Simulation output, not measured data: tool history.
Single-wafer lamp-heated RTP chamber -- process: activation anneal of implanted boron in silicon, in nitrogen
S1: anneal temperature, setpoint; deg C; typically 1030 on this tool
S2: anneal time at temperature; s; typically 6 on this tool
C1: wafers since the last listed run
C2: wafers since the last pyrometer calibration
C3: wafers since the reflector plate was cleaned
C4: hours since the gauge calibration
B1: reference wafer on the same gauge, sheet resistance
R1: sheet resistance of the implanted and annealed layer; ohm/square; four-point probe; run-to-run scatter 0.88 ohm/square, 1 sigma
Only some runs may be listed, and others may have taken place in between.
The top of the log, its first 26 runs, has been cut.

run 27 hour=700.6 | S1=1016 S2=3 | C1=387 C2=1004 C3=3023 C4=268.9 | B1=334.52 | R1=304.08
run 28 hour=725.8 | S1=1030 S2=6 | C1=442 C2=1446 C3=3465 C4=294.1 | B1=334.85 | R1=300.47
run 29 hour=743.3 | S1=1015 S2=6 | C1=307 C2=1753 C3=3772 C4=311.6 | B1=334.82 | R1=301.04
run 30 hour=758.8 | S1=1057 S2=4 | C1=271 C2=2025 C3=4044 C4=327.1 | B1=335.44 | R1=297.84
run 31 hour=771.3 | S1=1005 S2=3 | C1=219 C2=2244 C3=4263 C4=339.6 | B1=335.46 | R1=306.23
run 32 hour=796.3 | S1=1052 S2=4 | C1=438 C2=2683 C3=4702 C4=364.6 | B1=335.74 | R1=297.36
run 33 hour=809.4 | S1=1030 S2=6 | C1=229 C2=2913 C3=4931 C4=377.7 | B1=335.64 | R1=301.55
-- hour=835 pyrometer window cleaned and pyrometer calibrated
run 34 hour=836 | S1=1030 S2=6 | C1=326 C2=17 C3=5258 C4=404.3 | B1=336.16 | R1=300.91
-- hour=867 reflector plate cleaned
run 35 hour=867.5 | S1=1015 S2=3 | C1=412 C2=430 C3=8 C4=435.8 | B1=336.04 | R1=306.06
run 36 hour=885.6 | S1=1052 S2=6 | C1=317 C2=747 C3=325 C4=453.9 | B1=336.5 | R1=299.26

Consider 5 possible next runs. They are alternatives, not a sequence: every one starts from the tool as it was left by run 36. What does each give?
run A hour=886 | S1=1030 S2=3 | C1=7 C2=754 C3=332 C4=454.3 | B1=? | R1=?
run B hour=886 | S1=1050 S2=9 | C1=7 C2=754 C3=332 C4=454.3 | B1=? | R1=?
run C hour=886 | S1=1059 S2=6 | C1=7 C2=754 C3=332 C4=454.3 | B1=? | R1=?
run D hour=886 | S1=1058 S2=6 | C1=7 C2=754 C3=332 C4=454.3 | B1=? | R1=?
run E hour=886 | S1=1052 S2=9 | C1=7 C2=754 C3=332 C4=454.3 | B1=? | R1=?

run=A B1=336.74 R1=302.79
run=B B1=336.74 R1=297.39
run=C B1=336.74 R1=298.37
run=D B1=336.74 R1=298.44
run=E B1=336.74 R1=297.21
Stripped of hidden state, with their random variation kept, the same runs would have yielded:
run=A R1=298.61
run=B R1=293.28
run=C R1=294.25
run=D R1=294.32
run=E R1=293.1
